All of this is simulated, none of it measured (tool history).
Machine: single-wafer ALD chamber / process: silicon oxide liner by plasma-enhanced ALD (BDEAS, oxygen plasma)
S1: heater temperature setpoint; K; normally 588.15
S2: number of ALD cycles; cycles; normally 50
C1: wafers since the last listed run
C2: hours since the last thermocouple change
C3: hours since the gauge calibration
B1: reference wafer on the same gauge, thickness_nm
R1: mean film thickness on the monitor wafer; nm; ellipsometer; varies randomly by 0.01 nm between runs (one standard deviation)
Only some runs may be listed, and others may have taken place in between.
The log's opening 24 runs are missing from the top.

{"day": 26.7, "done": "thermocouple changed; heater temperature recalibrated"}
{"run": 25, "day": 26.788, "S1": 576.15, "S2": 47, "C1": 194, "C2": 2.1, "C3": 725.2, "B1": 3.764, "R1": 4.116}
{"run": 26, "day": 27.646, "S1": 596.15, "S2": 44, "C1": 166, "C2": 22.7, "C3": 745.8, "B1": 3.766, "R1": 3.714}
{"run": 27, "day": 29.025, "S1": 588.15, "S2": 46, "C1": 267, "C2": 55.8, "C3": 778.9, "B1": 3.771, "R1": 3.941}
{"run": 28, "day": 29.579, "S1": 588.15, "S2": 50, "C1": 107, "C2": 69.1, "C3": 792.2, "B1": 3.77, "R1": 4.286}
{"run": 29, "day": 30.242, "S1": 588.15, "S2": 57, "C1": 128, "C2": 85, "C3": 808.1, "B1": 3.774, "R1": 4.9}
{"run": 30, "day": 30.771, "S1": 583.15, "S2": 47, "C1": 102, "C2": 97.7, "C3": 820.8, "B1": 3.771, "R1": 4.066}
{"day": 31.221, "done": "gauge calibrated"}
{"run": 31, "day": 32.133, "S1": 588.15, "S2": 50, "C1": 263, "C2": 130.4, "C3": 21.9, "B1": 3.693, "R1": 4.189}
{"run": 32, "day": 33.3, "S1": 579.15, "S2": 54, "C1": 225, "C2": 158.4, "C3": 49.9, "B1": 3.697, "R1": 4.614}
{"run": 33, "day": 34.092, "S1": 588.15, "S2": 44, "C1": 153, "C2": 177.4, "C3": 68.9, "B1": 3.697, "R1": 3.706}
{"run": 34, "day": 35.508, "S1": 588.15, "S2": 57, "C1": 274, "C2": 211.4, "C3": 102.9, "B1": 3.704, "R1": 4.797}
{"run": 35, "day": 36.971, "S1": 582.15, "S2": 47, "C1": 283, "C2": 246.5, "C3": 138, "B1": 3.707, "R1": 3.981}
{"run": 36, "day": 37.962, "S1": 574.15, "S2": 56, "C1": 192, "C2": 270.3, "C3": 161.8, "B1": 3.71, "R1": 4.838}
{"run": 37, "day": 39.246, "S1": 599.15, "S2": 50, "C1": 248, "C2": 301.1, "C3": 192.6, "B1": 3.711, "R1": 4.151}
{"run": 38, "day": 40.521, "S1": 588.15, "S2": 53, "C1": 246, "C2": 331.7, "C3": 223.2, "B1": 3.716, "R1": 4.477}
{"run": 39, "day": 42.408, "S1": 595.15, "S2": 58, "C1": 365, "C2": 377, "C3": 268.5, "B1": 3.721, "R1": 4.847}
{"run": 40, "day": 43.017, "S1": 581.15, "S2": 50, "C1": 117, "C2": 391.6, "C3": 283.1, "B1": 3.722, "R1": 4.272}
{"run": 41, "day": 43.996, "S1": 588.15, "S2": 50, "C1": 189, "C2": 415.1, "C3": 306.6, "B1": 3.723, "R1": 4.244}

Consider 5 possible next runs. They are alternatives, not a sequence: every one starts from the tool as it was left by run 41. What does each give?
{"run": "A", "day": 44.017, "S1": 602.15, "S2": 50, "C1": 4, "C2": 415.6, "C3": 307.1, "B1": "?", "R1": "?"}
{"run": "B", "day": 44.017, "S1": 596.15, "S2": 50, "C1": 4, "C2": 415.6, "C3": 307.1, "B1": "?", "R1": "?"}
{"run": "C", "day": 44.017, "S1": 576.15, "S2": 50, "C1": 4, "C2": 415.6, "C3": 307.1, "B1": "?", "R1": "?"}
{"run": "D", "day": 44.017, "S1": 575.15, "S2": 58, "C1": 4, "C2": 415.6, "C3": 307.1, "B1": "?", "R1": "?"}
{"run": "E", "day": 44.017, "S1": 588.15, "S2": 54, "C1": 4, "C2": 415.6, "C3": 307.1, "B1": "?", "R1": "?"}

run=A B1=3.724 R1=4.14
run=B B1=3.724 R1=4.181
run=C B1=3.724 R1=4.319
run=D B1=3.724 R1=5.018
run=E B1=3.724 R1=4.575
Without the tool's hidden state the same runs would have given:
run=A R1=4.103
run=B R1=4.144
run=C R1=4.281
run=D R1=4.973
run=E R1=4.535

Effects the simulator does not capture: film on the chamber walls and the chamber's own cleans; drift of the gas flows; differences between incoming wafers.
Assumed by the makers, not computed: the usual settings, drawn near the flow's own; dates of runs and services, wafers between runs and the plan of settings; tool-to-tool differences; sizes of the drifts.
